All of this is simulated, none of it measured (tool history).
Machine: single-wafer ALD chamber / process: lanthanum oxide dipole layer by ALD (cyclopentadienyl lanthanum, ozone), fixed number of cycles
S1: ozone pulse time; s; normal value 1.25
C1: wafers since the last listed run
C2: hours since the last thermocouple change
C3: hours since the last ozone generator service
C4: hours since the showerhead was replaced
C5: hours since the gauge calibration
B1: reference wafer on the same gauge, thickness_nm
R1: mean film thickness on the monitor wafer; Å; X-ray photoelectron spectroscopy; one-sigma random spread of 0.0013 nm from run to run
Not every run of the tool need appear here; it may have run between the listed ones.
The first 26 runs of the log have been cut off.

{"hour": 1469.6, "done": "ozone generator serviced"}
{"run": 27, "hour": 1476.8, "S1": 0.96, "C1": 425, "C2": 714.2, "C3": 7.2, "C4": 982.6, "C5": 1354.4, "B1": 0.409, "R1": 4.36}
{"run": 28, "hour": 1516.0, "S1": 1.25, "C1": 876, "C2": 753.4, "C3": 46.4, "C4": 1021.8, "C5": 1393.6, "B1": 0.407, "R1": 4.66}
{"run": 29, "hour": 1557.6, "S1": 1.11, "C1": 930, "C2": 795.0, "C3": 88.0, "C4": 1063.4, "C5": 1435.2, "B1": 0.409, "R1": 4.49}
{"run": 30, "hour": 1594.2, "S1": 1.25, "C1": 818, "C2": 831.6, "C3": 124.6, "C4": 1100.0, "C5": 1471.8, "B1": 0.408, "R1": 4.6}
{"run": 31, "hour": 1661.1, "S1": 1.58, "C1": 1496, "C2": 898.5, "C3": 191.5, "C4": 1166.9, "C5": 1538.7, "B1": 0.408, "R1": 4.84}
{"run": 32, "hour": 1712.4, "S1": 1.1, "C1": 1147, "C2": 949.8, "C3": 242.8, "C4": 1218.2, "C5": 1590.0, "B1": 0.408, "R1": 4.4}
{"run": 33, "hour": 1758.5, "S1": 0.83, "C1": 1031, "C2": 995.9, "C3": 288.9, "C4": 1264.3, "C5": 1636.1, "B1": 0.408, "R1": 3.97}
{"run": 34, "hour": 1794.8, "S1": 1.25, "C1": 812, "C2": 1032.2, "C3": 325.2, "C4": 1300.6, "C5": 1672.4, "B1": 0.408, "R1": 4.56}
{"run": 35, "hour": 1864.4, "S1": 1.75, "C1": 1556, "C2": 1101.8, "C3": 394.8, "C4": 1370.2, "C5": 1742.0, "B1": 0.408, "R1": 4.87}

3 ways to go on from here, each from the tool as it stands after run 35. What would each give?
{"run": "A", "hour": 1864.8, "S1": 1.25, "C1": 8, "C2": 1102.2, "C3": 395.2, "C4": 1370.6, "C5": 1742.4, "B1": "?", "R1": "?"}
{"run": "B", "hour": 1864.8, "S1": 0.9, "C1": 8, "C2": 1102.2, "C3": 395.2, "C4": 1370.6, "C5": 1742.4, "B1": "?", "R1": "?"}
{"run": "C", "hour": 1864.8, "S1": 1.63, "C1": 8, "C2": 1102.2, "C3": 395.2, "C4": 1370.6, "C5": 1742.4, "B1": "?", "R1": "?"}

run=A B1=0.408 R1=4.55
run=B B1=0.408 R1=4.08
run=C B1=0.408 R1=4.83
Without the tool's unlogged condition, the same runs would have read:
run=A R1=4.71
run=B R1=4.30
run=C R1=4.93
